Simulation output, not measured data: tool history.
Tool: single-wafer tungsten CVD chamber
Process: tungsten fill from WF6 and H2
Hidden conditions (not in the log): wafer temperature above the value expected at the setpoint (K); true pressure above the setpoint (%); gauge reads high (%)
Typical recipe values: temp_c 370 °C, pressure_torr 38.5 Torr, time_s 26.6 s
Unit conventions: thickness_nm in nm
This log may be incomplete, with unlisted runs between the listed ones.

| run | hour | temp_c | pressure_torr | time_s | wafers since the last listed run | hours since the last thermocouple change | hours since the last manometer calibration | hours since the showerhead was replaced | hours since the gauge calibration | read-back reference wafer on the same gauge, thickness_nm | thickness_nm |
|---|---|---|---|---|---|---|---|---|---|---|---|
| 1 | 0 | 370 | 38.5 | 26.6 | 0 | 859.5 | 1356.8 | 5801.6 | 313.7 | 38.751 | 49.963 |
| 2 | 9.2 | 370 | 38.5 | 26.6 | 143 | 868.7 | 1366 | 5810.8 | 322.9 | 38.838 | 49.148 |
| 3 | 24.5 | 370 | 38.5 | 25 | 238 | 884 | 1381.3 | 5826.1 | 338.2 | 38.84 | 46.651 |
|  | 43.5 | thermocouple changed; heater temperature recalibrated |
|  | 45.1 | showerhead replaced |
| 4 | 45.6 | 370 | 38.5 | 25 | 178 | 2.1 | 1402.4 | 0.5 | 359.3 | 38.75 | 44.894 |
| 5 | 49.7 | 370 | 38.5 | 25 | 63 | 6.2 | 1406.5 | 4.6 | 363.4 | 38.766 | 44.111 |
| 6 | 61.8 | 370 | 33.6 | 24.9 | 188 | 18.3 | 1418.6 | 16.7 | 375.5 | 38.767 | 41.173 |
| 7 | 70.5 | 370 | 33.6 | 24.9 | 135 | 27 | 1427.3 | 25.4 | 384.2 | 38.836 | 40.632 |
| 8 | 87 | 370 | 33.6 | 24.9 | 256 | 43.5 | 1443.8 | 41.9 | 400.7 | 38.789 | 41.248 |
| 9 | 103.3 | 370 | 38.5 | 26.6 | 253 | 59.8 | 1460.1 | 58.2 | 417 | 38.804 | 47.646 |
| 10 | 119.7 | 370 | 38.5 | 26.6 | 255 | 76.2 | 1476.5 | 74.6 | 433.4 | 38.804 | 47.396 |
| 11 | 135.9 | 364 | 31.7 | 21.8 | 252 | 92.4 | 1492.7 | 90.8 | 449.6 | 38.778 | 30.556 |
| 12 | 142.4 | 359 | 38.5 | 26.6 | 101 | 98.9 | 1499.2 | 97.3 | 456.1 | 38.827 | 36.634 |
| 13 | 160.3 | 356 | 35.7 | 28.4 | 278 | 116.8 | 1517.1 | 115.2 | 474 | 38.821 | 34.795 |
| 14 | 175.2 | 370 | 38.5 | 28.2 | 231 | 131.7 | 1532 | 130.1 | 488.9 | 38.835 | 51.11 |
| 15 | 186.2 | 370 | 38.5 | 26.6 | 171 | 142.7 | 1543 | 141.1 | 499.9 | 38.819 | 47.837 |
| 16 | 201.3 | 370 | 47.1 | 26.6 | 235 | 157.8 | 1558.1 | 156.2 | 515 | 38.845 | 53.372 |
| 17 | 217.8 | 378 | 46.6 | 26.6 | 256 | 174.3 | 1574.6 | 172.7 | 531.5 | 38.785 | 63.766 |
| 18 | 229.9 | 365 | 35.9 | 30.5 | 188 | 186.4 | 1586.7 | 184.8 | 543.6 | 38.771 | 47.256 |
| 19 | 237.5 | 366 | 45.3 | 28.7 | 118 | 194 | 1594.3 | 192.4 | 551.2 | 38.798 | 51.25 |
|  | 249.3 | capacitance manometer re-zeroed and calibrated |
| 20 | 254.1 | 370 | 38.5 | 26.6 | 133 | 210.6 | 4.8 | 209 | 567.8 | 38.798 | 48.151 |
| 21 | 266.4 | 385 | 30.1 | 31.1 | 191 | 222.9 | 17.1 | 221.3 | 580.1 | 38.832 | 68.419 |
| 22 | 274.4 | 356 | 38.5 | 29.2 | 124 | 230.9 | 25.1 | 229.3 | 588.1 | 38.772 | 37.704 |
| 23 | 290 | 383 | 32.8 | 24.5 | 242 | 246.5 | 40.7 | 244.9 | 603.7 | 38.806 | 54.563 |
| 24 | 303.6 | 370 | 38.5 | 26.6 | 211 | 260.1 | 54.3 | 258.5 | 617.3 | 38.789 | 48.084 |
|  | 303.8 | gauge calibrated |
| 25 | 315.9 | 361 | 44.9 | 30.4 | 191 | 272.4 | 66.6 | 270.8 | 12.1 | 38.826 | 48.172 |
| 26 | 324.5 | 370 | 38.5 | 26.6 | 133 | 281 | 75.2 | 279.4 | 20.7 | 38.892 | 48.159 |
| 27 | 335.4 | 377 | 42.2 | 24.9 | 169 | 291.9 | 86.1 | 290.3 | 31.6 | 38.773 | 55.501 |
| 28 | 346.8 | 365 | 47.9 | 29.3 | 177 | 303.3 | 97.5 | 301.7 | 43 | 38.803 | 53.919 |
| 29 | 361.9 | 370 | 44.9 | 31.8 | 235 | 318.4 | 112.6 | 316.8 | 58.1 | 38.81 | 63.335 |
| 30 | 377.5 | 370 | 38.5 | 26.6 | 242 | 334 | 128.2 | 332.4 | 73.7 | 38.75 | 48.233 |
| 31 | 386.2 | 361 | 41.5 | 26.6 | 135 | 342.7 | 136.9 | 341.1 | 82.4 | 38.857 | 40.806 |
| 32 | 397.9 | 363 | 42.4 | 30.8 | 182 | 354.4 | 148.6 | 352.8 | 94.1 | 38.769 | 50.29 |
| 33 | 424.2 | 370 | 38.5 | 26.6 | 409 | 380.7 | 174.9 | 379.1 | 120.4 | 38.845 | 49.053 |
| 34 | 431.1 | 376 | 38.5 | 30.2 | 107 | 387.6 | 181.8 | 386 | 127.3 | 38.803 | 62.966 |

Below, some changes in thickness_nm between adjacent runs. For each, the amount present without the hidden state too (settings, incoming material, random variation) and the amount remaining for the hidden state with gauge scatter not shared by both compared results:
Run 3 -> 4: thermocouple changed; heater temperature recalibrated, showerhead replaced. thickness_nm -1.757 nm: hidden state -2.044, all else +0.287.
Run 20 -> 21: temp_c 370 -> 385, pressure_torr 38.5 -> 30.1, time_s 26.6 -> 31.1. thickness_nm +20.268 nm: hidden state +0.316, all else +19.952.
Run 21 -> 22: temp_c 385 -> 356, pressure_torr 30.1 -> 38.5, time_s 31.1 -> 29.2. thickness_nm -30.715 nm: hidden state -0.398, all else -30.317.
Run 22 -> 23: temp_c 356 -> 383, pressure_torr 38.5 -> 32.8, time_s 29.2 -> 24.5. thickness_nm +16.859 nm: hidden state +0.256, all else +16.603.
Run 33 -> 34: temp_c 370 -> 376, time_s 26.6 -> 30.2. thickness_nm +13.913 nm: hidden state +0.372, all else +13.541.
